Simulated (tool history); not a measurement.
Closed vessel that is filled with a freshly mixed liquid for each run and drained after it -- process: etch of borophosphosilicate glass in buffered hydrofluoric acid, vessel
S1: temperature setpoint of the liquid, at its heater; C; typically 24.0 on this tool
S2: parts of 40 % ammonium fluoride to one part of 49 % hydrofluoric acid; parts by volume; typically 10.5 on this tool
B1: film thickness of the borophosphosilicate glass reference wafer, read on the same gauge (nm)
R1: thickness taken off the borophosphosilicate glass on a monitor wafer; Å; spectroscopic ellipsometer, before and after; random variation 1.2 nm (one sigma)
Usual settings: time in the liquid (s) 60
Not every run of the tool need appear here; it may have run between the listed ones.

run 1 day=0.000 | S1=24.0 S2=10.5 time_in_the_liquid_(s)=60 | B1=139.99 | R1=1231.5
run 2 day=0.821 | S1=24.0 S2=10.5 time_in_the_liquid_(s)=60 | B1=140.00 | R1=1230.1
run 3 day=1.917 | S1=24.0 S2=10.5 time_in_the_liquid_(s)=60 | B1=140.01 | R1=1204.4
run 4 day=3.183 | S1=24.0 S2=9.0 time_in_the_liquid_(s)=50 | B1=139.99 | R1=1144.0
run 5 day=4.308 | S1=24.0 S2=10.5 time_in_the_liquid_(s)=60 | B1=139.99 | R1=1236.7
run 6 day=5.046 | S1=24.0 S2=10.5 time_in_the_liquid_(s)=60 | B1=140.01 | R1=1199.6
run 7 day=5.879 | S1=24.0 S2=10.5 time_in_the_liquid_(s)=60 | B1=140.00 | R1=1221.6
run 8 day=7.300 | S1=24.0 S2=10.5 time_in_the_liquid_(s)=75 | B1=139.99 | R1=1497.3
run 9 day=8.754 | S1=24.0 S2=9.0 time_in_the_liquid_(s)=60 | B1=140.03 | R1=1340.3
run 10 day=9.696 | S1=24.0 S2=9.0 time_in_the_liquid_(s)=60 | B1=140.00 | R1=1344.3
-- day=11.992 gauge calibrated
run 11 day=12.946 | S1=24.0 S2=9.0 time_in_the_liquid_(s)=60 | B1=140.03 | R1=1321.7
run 12 day=13.612 | S1=24.0 S2=8.0 time_in_the_liquid_(s)=60 | B1=140.00 | R1=1486.9
-- day=14.817 thermometer replaced
run 13 day=14.838 | S1=24.0 S2=10.5 time_in_the_liquid_(s)=70 | B1=139.98 | R1=1519.9
run 14 day=15.871 | S1=24.0 S2=7.0 time_in_the_liquid_(s)=40 | B1=139.99 | R1=1273.6
run 15 day=17.367 | S1=19.0 S2=13.5 time_in_the_liquid_(s)=30 | B1=140.01 | R1=377.0
-- day=18.229 hydrofluoric acid flow meter replaced
run 16 day=19.062 | S1=24.0 S2=9.5 time_in_the_liquid_(s)=60 | B1=140.02 | R1=1363.2
run 17 day=19.983 | S1=24.0 S2=7.0 time_in_the_liquid_(s)=60 | B1=140.00 | R1=1855.6
run 18 day=20.692 | S1=24.0 S2=10.5 time_in_the_liquid_(s)=60 | B1=140.00 | R1=1243.9
run 19 day=21.275 | S1=24.0 S2=7.0 time_in_the_liquid_(s)=45 | B1=140.01 | R1=1375.1
run 20 day=22.162 | S1=24.0 S2=10.5 time_in_the_liquid_(s)=45 | B1=139.97 | R1=917.0
run 21 day=23.204 | S1=24.0 S2=9.5 time_in_the_liquid_(s)=60 | B1=140.01 | R1=1345.6
run 22 day=24.646 | S1=24.0 S2=10.5 time_in_the_liquid_(s)=60 | B1=139.99 | R1=1230.3
run 23 day=25.854 | S1=24.0 S2=10.5 time_in_the_liquid_(s)=40 | B1=140.02 | R1=818.4
run 24 day=26.608 | S1=21.0 S2=7.0 time_in_the_liquid_(s)=30 | B1=140.01 | R1=760.8
run 25 day=27.829 | S1=24.0 S2=14.5 time_in_the_liquid_(s)=70 | B1=140.02 | R1=1022.0
run 26 day=28.712 | S1=24.0 S2=7.5 time_in_the_liquid_(s)=40 | B1=139.99 | R1=1099.0
run 27 day=30.038 | S1=24.0 S2=10.5 time_in_the_liquid_(s)=60 | B1=140.01 | R1=1201.8
run 28 day=31.421 | S1=27.0 S2=7.0 time_in_the_liquid_(s)=60 | B1=139.99 | R1=2043.3
run 29 day=32.492 | S1=24.0 S2=10.5 time_in_the_liquid_(s)=60 | B1=139.99 | R1=1200.6
run 30 day=33.483 | S1=26.5 S2=10.5 time_in_the_liquid_(s)=60 | B1=140.00 | R1=1349.8
run 31 day=34.858 | S1=28.0 S2=9.5 time_in_the_liquid_(s)=35 | B1=139.98 | R1=925.5

Some steps in R1 between neighbouring runs. How much of each would the tool show without its hidden state too (settings, what came in, random variation), and how much is left for the hidden state, with any gauge scatter that isn't in both results?
Hidden conditions of the tool in this case: liquid colder than its thermometer reads (K); hydrofluoric acid flow above the setpoint (%); gauge reads high (%).
Run 12 -> 13: S2 8.0 -> 10.5, time in the liquid (s) 60 -> 70, thermometer replaced. R1 +33.0 Å: hidden state +164.2, all else -131.2.
Run 14 -> 15: S1 24.0 -> 19.0, S2 7.0 -> 13.5, time in the liquid (s) 40 -> 30. R1 -896.6 Å: hidden state +9.7, all else -906.3.
Run 15 -> 16: S1 19.0 -> 24.0, S2 13.5 -> 9.5, time in the liquid (s) 30 -> 60, hydrofluoric acid flow meter replaced. R1 +986.2 Å: hidden state -31.2, all else +1017.4.
Run 27 -> 28: S1 24.0 -> 27.0, S2 10.5 -> 7.0. R1 +841.5 Å: hidden state -80.5, all else +922.0.
Run 28 -> 29: S1 27.0 -> 24.0, S2 7.0 -> 10.5. R1 -842.7 Å: hidden state +65.6, all else -908.3.

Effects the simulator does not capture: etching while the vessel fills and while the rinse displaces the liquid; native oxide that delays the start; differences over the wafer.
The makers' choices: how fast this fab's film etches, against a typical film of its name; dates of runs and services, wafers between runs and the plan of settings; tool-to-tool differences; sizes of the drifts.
